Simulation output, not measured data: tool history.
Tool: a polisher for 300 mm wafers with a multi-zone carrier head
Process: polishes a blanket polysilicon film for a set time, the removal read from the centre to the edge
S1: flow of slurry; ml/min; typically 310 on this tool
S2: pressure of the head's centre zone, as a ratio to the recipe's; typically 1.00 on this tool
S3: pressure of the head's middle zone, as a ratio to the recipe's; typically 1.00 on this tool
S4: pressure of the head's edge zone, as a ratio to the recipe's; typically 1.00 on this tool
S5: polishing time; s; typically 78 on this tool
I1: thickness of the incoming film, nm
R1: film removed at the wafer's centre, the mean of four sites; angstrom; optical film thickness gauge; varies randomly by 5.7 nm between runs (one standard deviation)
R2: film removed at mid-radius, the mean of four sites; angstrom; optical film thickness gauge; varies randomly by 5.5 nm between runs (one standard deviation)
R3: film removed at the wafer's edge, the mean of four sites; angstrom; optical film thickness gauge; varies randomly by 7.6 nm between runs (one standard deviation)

Run 1, hour 0.0: usual settings; I1 1536.2. Result: R1 5077 angstrom, R2 5110 angstrom, R3 5364 angstrom.
At hour 50.1: slurry nozzle cleaned.
At hour 60.6: worn pad replaced by a new one.
Run 2, hour 93.2: usual settings; I1 1533.3. Result: R1 5118 angstrom, R2 5130 angstrom, R3 5177 angstrom.
Run 3, hour 146.8: usual settings; I1 1553.3. Result: R1 5199 angstrom, R2 5095 angstrom, R3 5353 angstrom.
Run 4, hour 209.9: usual settings; I1 1531.2. Result: R1 5234 angstrom, R2 5194 angstrom, R3 5271 angstrom.
Run 5, hour 304.5: usual settings; I1 1516.1. Result: R1 5347 angstrom, R2 5098 angstrom, R3 5236 angstrom.
At hour 317.6: worn pad replaced by a new one.
Run 6, hour 367.5: usual settings; I1 1506.4. Result: R1 5179 angstrom, R2 5124 angstrom, R3 5303 angstrom.
At hour 383.0: carrier head's membrane replaced by a new one.
Run 7, hour 409.8: usual settings but S5 71 s; I1 1530.5. Result: R1 4754 angstrom, R2 4674 angstrom, R3 4867 angstrom.
At hour 486.4: edge zone pressure recalibrated.
Run 8, hour 501.3: usual settings but S5 71 s; I1 1525.0. Result: R1 4812 angstrom, R2 4625 angstrom, R3 4927 angstrom.
At hour 591.4: worn pad replaced by a new one.
Run 9, hour 603.5: usual settings but S3 1.08, S5 102 s; I1 1535.7. Result: R1 6968 angstrom, R2 7038 angstrom, R3 6847 angstrom.
At hour 651.7: slurry nozzle cleaned.
Run 10, hour 710.6: usual settings but S2 1.08, S5 93 s; I1 1549.7. Result: R1 6629 angstrom, R2 6103 angstrom, R3 6472 angstrom.
Run 11, hour 748.6: usual settings but S1 225 ml/min, S2 1.06, S3 1.07, S5 68 s; I1 1548.0. Result: R1 4675 angstrom, R2 4578 angstrom, R3 4538 angstrom.
At hour 785.6: centre zone pressure recalibrated.
Run 12, hour 808.1: usual settings but S2 0.88, S4 1.11; I1 1512.6. Result: R1 5222 angstrom, R2 5108 angstrom, R3 5566 angstrom.
At hour 835.7: worn pad replaced by a new one.
Run 13, hour 883.9: usual settings but S1 355 ml/min, S2 1.08, S4 0.89, S5 103 s; I1 1526.2. Result: R1 7773 angstrom, R2 6889 angstrom, R3 6725 angstrom.
Run 14, hour 980.5: usual settings but S1 235 ml/min, S5 86 s; I1 1563.7. Result: R1 5966 angstrom, R2 5436 angstrom, R3 5797 angstrom.
At hour 1039.2: carrier head's membrane replaced by a new one.
At hour 1107.4: centre zone pressure recalibrated, repeated, since the last time left the tool worse.
At hour 1134.5: worn pad replaced by a new one.
Run 15, hour 1202.0: usual settings; I1 1549.4. Result: R1 5172 angstrom, R2 5076 angstrom, R3 5279 angstrom.
At hour 1257.3: edge zone pressure recalibrated.
At hour 1259.1: slurry nozzle cleaned.
Run 16, hour 1303.6: usual settings but S2 1.04; I1 1542.0. Result: R1 5358 angstrom, R2 5125 angstrom, R3 5274 angstrom.

Give the tool's hidden conditions for every run:
removal rate lost through wear of the pad, %: 0 in every run
slurry flow missing at the pad, %: 0 in every run
deviation of the edge zone's pressure from its setpoint, %: 0 in every run
H1: deviation of the centre zone's pressure from its setpoint, %
run        H1
  1    -0.932
  2    -0.454
  3    -0.104
  4      0.38
  5      1.25
  6      1.92
  7      2.42
  8      3.61
  9      5.13
 10      6.94
 11      7.63
 12      14.3
 13      14.4
 14      14.6
 15  -0.00495
 16      0.28

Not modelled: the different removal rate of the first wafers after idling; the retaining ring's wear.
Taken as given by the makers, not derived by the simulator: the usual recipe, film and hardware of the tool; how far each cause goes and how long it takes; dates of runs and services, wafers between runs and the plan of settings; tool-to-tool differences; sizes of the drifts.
